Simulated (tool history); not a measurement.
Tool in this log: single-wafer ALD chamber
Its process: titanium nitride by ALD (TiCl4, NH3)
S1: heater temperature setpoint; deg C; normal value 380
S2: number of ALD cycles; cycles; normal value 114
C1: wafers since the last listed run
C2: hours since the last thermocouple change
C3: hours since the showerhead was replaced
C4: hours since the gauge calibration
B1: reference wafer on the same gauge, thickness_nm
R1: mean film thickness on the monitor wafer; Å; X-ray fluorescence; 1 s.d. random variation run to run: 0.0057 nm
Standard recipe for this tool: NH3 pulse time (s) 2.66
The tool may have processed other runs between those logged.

run 1 hour=0.0 | S1=380 S2=114 NH3_pulse_time_(s)=2.66 | C1=0 C2=1095.0 C3=3848.5 C4=1623.4 | B1=1.817 | R1=22.51
run 2 hour=55.8 | S1=380 S2=114 NH3_pulse_time_(s)=2.66 | C1=141 C2=1150.8 C3=3904.3 C4=1679.2 | B1=1.816 | R1=22.45
run 3 hour=108.0 | S1=380 S2=114 NH3_pulse_time_(s)=2.66 | C1=132 C2=1203.0 C3=3956.5 C4=1731.4 | B1=1.816 | R1=22.30
run 4 hour=171.7 | S1=380 S2=114 NH3_pulse_time_(s)=2.66 | C1=161 C2=1266.7 C3=4020.2 C4=1795.1 | B1=1.816 | R1=22.43
run 5 hour=237.4 | S1=380 S2=114 NH3_pulse_time_(s)=2.66 | C1=166 C2=1332.4 C3=4085.9 C4=1860.8 | B1=1.816 | R1=22.36
run 6 hour=271.9 | S1=380 S2=114 NH3_pulse_time_(s)=2.66 | C1=87 C2=1366.9 C3=4120.4 C4=1895.3 | B1=1.817 | R1=22.35
run 7 hour=334.5 | S1=390 S2=114 NH3_pulse_time_(s)=2.39 | C1=158 C2=1429.5 C3=4183.0 C4=1957.9 | B1=1.816 | R1=22.55
run 8 hour=365.6 | S1=390 S2=114 NH3_pulse_time_(s)=2.39 | C1=78 C2=1460.6 C3=4214.1 C4=1989.0 | B1=1.816 | R1=22.49
run 9 hour=435.3 | S1=390 S2=114 NH3_pulse_time_(s)=2.39 | C1=176 C2=1530.3 C3=4283.8 C4=2058.7 | B1=1.815 | R1=22.54
run 10 hour=493.8 | S1=380 S2=114 NH3_pulse_time_(s)=2.66 | C1=148 C2=1588.8 C3=4342.3 C4=2117.2 | B1=1.815 | R1=22.34
run 11 hour=534.4 | S1=380 S2=114 NH3_pulse_time_(s)=2.66 | C1=102 C2=1629.4 C3=4382.9 C4=2157.8 | B1=1.815 | R1=22.30
run 12 hour=566.1 | S1=386 S2=114 NH3_pulse_time_(s)=2.66 | C1=80 C2=1661.1 C3=4414.6 C4=2189.5 | B1=1.815 | R1=22.44
run 13 hour=624.4 | S1=380 S2=114 NH3_pulse_time_(s)=2.66 | C1=147 C2=1719.4 C3=4472.9 C4=2247.8 | B1=1.816 | R1=22.42
run 14 hour=690.0 | S1=380 S2=114 NH3_pulse_time_(s)=2.66 | C1=166 C2=1785.0 C3=4538.5 C4=2313.4 | B1=1.816 | R1=22.39
run 15 hour=735.3 | S1=380 S2=114 NH3_pulse_time_(s)=2.66 | C1=114 C2=1830.3 C3=4583.8 C4=2358.7 | B1=1.815 | R1=22.37
run 16 hour=777.8 | S1=380 S2=114 NH3_pulse_time_(s)=2.66 | C1=107 C2=1872.8 C3=4626.3 C4=2401.2 | B1=1.814 | R1=22.35
run 17 hour=847.0 | S1=380 S2=114 NH3_pulse_time_(s)=2.66 | C1=175 C2=1942.0 C3=4695.5 C4=2470.4 | B1=1.816 | R1=22.33
run 18 hour=910.7 | S1=380 S2=114 NH3_pulse_time_(s)=2.66 | C1=161 C2=2005.7 C3=4759.2 C4=2534.1 | B1=1.815 | R1=22.26
run 19 hour=977.8 | S1=380 S2=114 NH3_pulse_time_(s)=2.66 | C1=169 C2=2072.8 C3=4826.3 C4=2601.2 | B1=1.815 | R1=22.35
run 20 hour=1033.1 | S1=380 S2=114 NH3_pulse_time_(s)=2.66 | C1=139 C2=2128.1 C3=4881.6 C4=2656.5 | B1=1.814 | R1=22.28
run 21 hour=1100.3 | S1=380 S2=114 NH3_pulse_time_(s)=2.66 | C1=170 C2=2195.3 C3=4948.8 C4=2723.7 | B1=1.814 | R1=22.34
-- hour=1171.4 gauge calibrated
run 22 hour=1171.5 | S1=370 S2=93 NH3_pulse_time_(s)=2.02 | C1=180 C2=2266.5 C3=5020.0 C4=0.1 | B1=1.838 | R1=17.83
-- hour=1191.0 showerhead replaced
run 23 hour=1198.7 | S1=387 S2=130 NH3_pulse_time_(s)=2.66 | C1=48 C2=2293.7 C3=7.7 C4=27.3 | B1=1.836 | R1=26.05
-- hour=1216.6 thermocouple changed; heater temperature recalibrated
run 24 hour=1249.5 | S1=380 S2=114 NH3_pulse_time_(s)=2.66 | C1=108 C2=32.9 C3=58.5 C4=78.1 | B1=1.836 | R1=22.57
run 25 hour=1310.8 | S1=386 S2=128 NH3_pulse_time_(s)=3.13 | C1=155 C2=94.2 C3=119.8 C4=139.4 | B1=1.835 | R1=25.77
run 26 hour=1380.4 | S1=373 S2=128 NH3_pulse_time_(s)=3.01 | C1=176 C2=163.8 C3=189.4 C4=209.0 | B1=1.833 | R1=25.32
run 27 hour=1405.8 | S1=380 S2=114 NH3_pulse_time_(s)=2.66 | C1=64 C2=189.2 C3=214.8 C4=234.4 | B1=1.830 | R1=22.46
run 28 hour=1477.7 | S1=380 S2=114 NH3_pulse_time_(s)=2.98 | C1=181 C2=261.1 C3=286.7 C4=306.3 | B1=1.829 | R1=22.60
run 29 hour=1523.3 | S1=380 S2=114 NH3_pulse_time_(s)=2.66 | C1=115 C2=306.7 C3=332.3 C4=351.9 | B1=1.830 | R1=22.56
run 30 hour=1627.4 | S1=380 S2=114 NH3_pulse_time_(s)=2.66 | C1=263 C2=410.8 C3=436.4 C4=456.0 | B1=1.828 | R1=22.46
run 31 hour=1688.8 | S1=375 S2=93 NH3_pulse_time_(s)=3.60 | C1=155 C2=472.2 C3=497.8 C4=517.4 | B1=1.826 | R1=18.58
run 32 hour=1726.6 | S1=369 S2=135 NH3_pulse_time_(s)=2.66 | C1=95 C2=510.0 C3=535.6 C4=555.2 | B1=1.826 | R1=26.25
run 33 hour=1793.8 | S1=380 S2=114 NH3_pulse_time_(s)=2.66 | C1=170 C2=577.2 C3=602.8 C4=622.4 | B1=1.826 | R1=22.51
run 34 hour=1827.2 | S1=380 S2=97 NH3_pulse_time_(s)=2.66 | C1=84 C2=610.6 C3=636.2 C4=655.8 | B1=1.825 | R1=19.09
run 35 hour=1883.7 | S1=380 S2=93 NH3_pulse_time_(s)=2.66 | C1=142 C2=667.1 C3=692.7 C4=712.3 | B1=1.825 | R1=18.29
run 36 hour=1939.1 | S1=390 S2=114 NH3_pulse_time_(s)=3.62 | C1=140 C2=722.5 C3=748.1 C4=767.7 | B1=1.825 | R1=22.99
run 37 hour=1982.7 | S1=380 S2=95 NH3_pulse_time_(s)=2.66 | C1=110 C2=766.1 C3=791.7 C4=811.3 | B1=1.823 | R1=18.73
run 38 hour=2131.5 | S1=369 S2=114 NH3_pulse_time_(s)=2.66 | C1=376 C2=914.9 C3=940.5 C4=960.1 | B1=1.821 | R1=22.16
run 39 hour=2164.6 | S1=380 S2=114 NH3_pulse_time_(s)=2.66 | C1=83 C2=948.0 C3=973.6 C4=993.2 | B1=1.821 | R1=22.41
run 40 hour=2203.7 | S1=380 S2=114 NH3_pulse_time_(s)=2.66 | C1=98 C2=987.1 C3=1012.7 C4=1032.3 | B1=1.821 | R1=22.51

4 options for the next run, each taken on its own from the tool as it stands now. Forecast them:
run A hour=2204.4 | S1=373 S2=114 NH3_pulse_time_(s)=2.66 | C1=1 C2=987.8 C3=1013.4 C4=1033.0 | B1=? | R1=?
run B hour=2204.4 | S1=385 S2=106 NH3_pulse_time_(s)=2.10 | C1=1 C2=987.8 C3=1013.4 C4=1033.0 | B1=? | R1=?
run C hour=2204.4 | S1=387 S2=114 NH3_pulse_time_(s)=2.19 | C1=1 C2=987.8 C3=1013.4 C4=1033.0 | B1=? | R1=?
run D hour=2204.4 | S1=375 S2=114 NH3_pulse_time_(s)=2.66 | C1=1 C2=987.8 C3=1013.4 C4=1033.0 | B1=? | R1=?

run=A B1=1.821 R1=22.18
run=B B1=1.821 R1=20.60
run=C B1=1.821 R1=22.26
run=D B1=1.821 R1=22.26
The same runs, with their run-to-run variation unchanged, on a tool lacking any hidden condition would have given:
run=A R1=22.42
run=B R1=20.82
run=C R1=22.49
run=D R1=22.49

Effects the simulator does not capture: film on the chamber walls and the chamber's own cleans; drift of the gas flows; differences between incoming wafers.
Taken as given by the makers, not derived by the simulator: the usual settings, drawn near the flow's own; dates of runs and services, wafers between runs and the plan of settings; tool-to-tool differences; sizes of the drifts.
